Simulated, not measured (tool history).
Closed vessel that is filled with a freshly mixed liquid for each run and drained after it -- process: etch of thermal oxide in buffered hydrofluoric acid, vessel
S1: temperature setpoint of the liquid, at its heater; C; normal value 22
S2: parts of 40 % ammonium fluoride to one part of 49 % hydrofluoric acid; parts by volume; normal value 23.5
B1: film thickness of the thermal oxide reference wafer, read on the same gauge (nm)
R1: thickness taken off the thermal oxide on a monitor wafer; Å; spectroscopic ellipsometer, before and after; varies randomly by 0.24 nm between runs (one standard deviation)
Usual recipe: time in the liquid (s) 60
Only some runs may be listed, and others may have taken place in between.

Run 1, day 0: usual settings; B1 70.01. Result: R1 317 Å.
Run 2, day 0.858: usual settings; B1 70. Result: R1 316.8 Å.
Run 3, day 2.262: usual settings; B1 70.02. Result: R1 313.7 Å.
Run 4, day 3.625: usual settings; B1 69.98. Result: R1 318.1 Å.
Run 5, day 5.121: usual settings; B1 70. Result: R1 317.8 Å.
Run 6, day 7.904: usual settings; B1 70.01. Result: R1 320.4 Å.
Run 7, day 8.767: usual settings; B1 70.02. Result: R1 319.4 Å.
At day 9.708: hydrofluoric acid flow meter replaced.
Run 8, day 9.896: usual settings; B1 70. Result: R1 314.5 Å.
Run 9, day 10.546: usual settings but S2 30 parts by volume; B1 70.03. Result: R1 265.2 Å.
At day 11.454: thermometer replaced.
At day 11.512: gauge calibrated.
Run 10, day 11.729: usual settings but S2 30 parts by volume; B1 70. Result: R1 267.2 Å.
Run 11, day 12.271: usual settings; B1 70. Result: R1 318.1 Å.
Run 12, day 13.538: usual settings; B1 70.02. Result: R1 316.4 Å.
Run 13, day 14.638: usual settings; B1 70. Result: R1 315.5 Å.
Run 14, day 15.367: usual settings; B1 70.01. Result: R1 315.1 Å.
Run 15, day 16.604: usual settings but S1 24.5 C, S2 30 parts by volume, time in the liquid (s) 35; B1 70.01. Result: R1 179.2 Å.
Run 16, day 17.692: usual settings but S2 29.5 parts by volume, time in the liquid (s) 90; B1 70.02. Result: R1 402.9 Å.
Run 17, day 18.479: usual settings but S1 24 C, time in the liquid (s) 40; B1 69.99. Result: R1 235.6 Å.
Run 18, day 19.271: usual settings but S2 27.5 parts by volume; B1 70. Result: R1 288.5 Å.
Run 19, day 19.812: usual settings; B1 70.01. Result: R1 314.7 Å.
Run 20, day 20.658: usual settings; B1 70. Result: R1 321.1 Å.
Run 21, day 21.921: usual settings; B1 70.02. Result: R1 316.1 Å.
Run 22, day 22.958: usual settings; B1 70.01. Result: R1 317.5 Å.
Run 23, day 23.479: usual settings but S1 17.5 C, S2 30 parts by volume, time in the liquid (s) 30; B1 70.01. Result: R1 102.1 Å.
Run 24, day 24.942: usual settings; B1 70. Result: R1 322.9 Å.
Run 25, day 25.604: usual settings but S1 19.5 C, S2 19 parts by volume, time in the liquid (s) 75; B1 70.01. Result: R1 405.9 Å.
Run 26, day 26.883: usual settings but S1 24.5 C; B1 69.99. Result: R1 361.7 Å.
Run 27, day 27.508: usual settings but S1 18 C, S2 15.5 parts by volume, time in the liquid (s) 75; B1 70.02. Result: R1 452.1 Å.
Run 28, day 28.412: usual settings but S2 27.5 parts by volume, time in the liquid (s) 30; B1 69.99. Result: R1 142.9 Å.

Hidden state, per run?
liquid hotter than its thermometer reads (K): 0, the same for each run
hydrofluoric acid flow below the setpoint (%): 0, the same for each run
gauge reads high (%): 0, the same for each run

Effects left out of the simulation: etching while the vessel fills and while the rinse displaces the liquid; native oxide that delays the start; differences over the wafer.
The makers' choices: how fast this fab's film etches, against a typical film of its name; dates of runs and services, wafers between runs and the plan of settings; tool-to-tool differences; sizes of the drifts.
